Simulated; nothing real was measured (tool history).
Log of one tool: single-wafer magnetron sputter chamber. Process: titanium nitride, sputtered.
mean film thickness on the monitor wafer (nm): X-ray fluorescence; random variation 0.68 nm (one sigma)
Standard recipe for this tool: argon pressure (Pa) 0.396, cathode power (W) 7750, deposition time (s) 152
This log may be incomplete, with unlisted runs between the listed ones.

run    hour  argon pressure (Pa)  cathode power (W)  deposition time (s)  read-back reference wafer on the same gauge, thickness_nm  mean film thickness on the monitor wafer (nm)
  1       0                0.396               7750                  152                                                    199.095                                        228.357
  2    54.4                0.396               7750                  152                                                    199.073                                        228.144
  3   189.5                0.396               7750                  152                                                    198.886                                        227.844
  4     239                0.396               7750                  152                                                    199.004                                        228.168
  5   332.2                 0.51               7750                  152                                                      199.1                                        220.991
  6   426.1                 0.51               7750                  152                                                     199.13                                        222.858
  7   509.3                 0.51               7750                  152                                                    198.932                                        222.547
  8   616.8                0.396               8550                  143                                                    198.958                                        236.182
  9   687.9                0.396               8550                  143                                                    198.975                                        237.372
 10   750.8                0.396               7750                  152                                                    199.058                                        230.593
 11   847.1                0.396               7750                  152                                                    199.008                                        229.112
 12   953.2                0.396               7750                  152                                                    199.105                                        229.224
 13   991.6                0.396               7750                  152                                                    199.184                                        228.543
 14  1070.1                0.543               9050                  129                                                    198.802                                         214.28
 15  1131.4                0.396               7750                  152                                                    198.877                                        227.252
 16  1199.1                0.396               9350                  169                                                    199.011                                        306.022
 17  1413.3                0.396               7750                  152                                                    198.897                                        228.035
 18  1488.9                0.396               7750                  152                                                    199.027                                        226.865
 19  1577.9                0.396               6700                  152                                                    199.046                                        199.191
 20  1644.4                0.396               7750                  152                                                    199.117                                         226.39
 21  1714.4                0.396               7750                  152                                                    198.901                                        227.131
 22  1771.9                0.312               7750                  169                                                    198.977                                         257.51
 23  1876.1                0.553               7750                  141                                                    198.981                                        202.191
 24  1916.7                0.396               6300                  152                                                    198.863                                        188.965
 25    1999                0.396               7750                  140                                                    198.788                                        210.221
 26  2064.9                0.396               8750                  152                                                    199.078                                        254.089
 27    2154                0.337               9100                  123                                                    198.918                                         217.77

Withheld: 7 entries from between the runs. Position of each, and hidden state at the listed run before versus the listed run after:
From run 5 to run 6: gauge calibrated (hour 341.8); sputter target and shields replaced (hour 409.9)
  deposition rate above that of a new target (%): -1.3 -> -0.114; true argon pressure above the setpoint (%): -5.05 -> -5.71
  the result without the hidden state subtracted from the measured one, mean film thickness on the monitor wafer (nm): -1.289 -> +1.586
From run 12 to run 13: magnet pack replaced (hour 991.1)
  deposition rate above that of a new target (%): -1.15 -> -1.3; true argon pressure above the setpoint (%): -10.2 -> -10.6
  the result without the hidden state subtracted from the measured one, mean film thickness on the monitor wafer (nm): +0.127 -> -0.122
From run 15 to run 16: sputter target and shields replaced (hour 1140.7)
  deposition rate above that of a new target (%): -1.94 -> -0.124; true argon pressure above the setpoint (%): -12 -> -12.7
  the result without the hidden state subtracted from the measured one, mean film thickness on the monitor wafer (nm): -1.22 -> +4.218
From run 16 to run 17: capacitance manometer re-zeroed and calibrated (hour 1379.9)
  deposition rate above that of a new target (%): -0.124 -> -0.373; true argon pressure above the setpoint (%): -12.7 -> -0.221
  the result without the hidden state subtracted from the measured one, mean film thickness on the monitor wafer (nm): +4.218 -> -0.793
From run 20 to run 21: gauge calibrated (hour 1702.3)
  deposition rate above that of a new target (%): -1 -> -1.27; true argon pressure above the setpoint (%): -0.374 -> -0.467
  the result without the hidden state subtracted from the measured one, mean film thickness on the monitor wafer (nm): -2.193 -> -2.79
From run 22 to run 23: sputter target and shields replaced (hour 1787.5)
  deposition rate above that of a new target (%): -1.51 -> -0.2; true argon pressure above the setpoint (%): -0.559 -> -0.765
  the result without the hidden state subtracted from the measured one, mean film thickness on the monitor wafer (nm): -3.808 -> -0.167

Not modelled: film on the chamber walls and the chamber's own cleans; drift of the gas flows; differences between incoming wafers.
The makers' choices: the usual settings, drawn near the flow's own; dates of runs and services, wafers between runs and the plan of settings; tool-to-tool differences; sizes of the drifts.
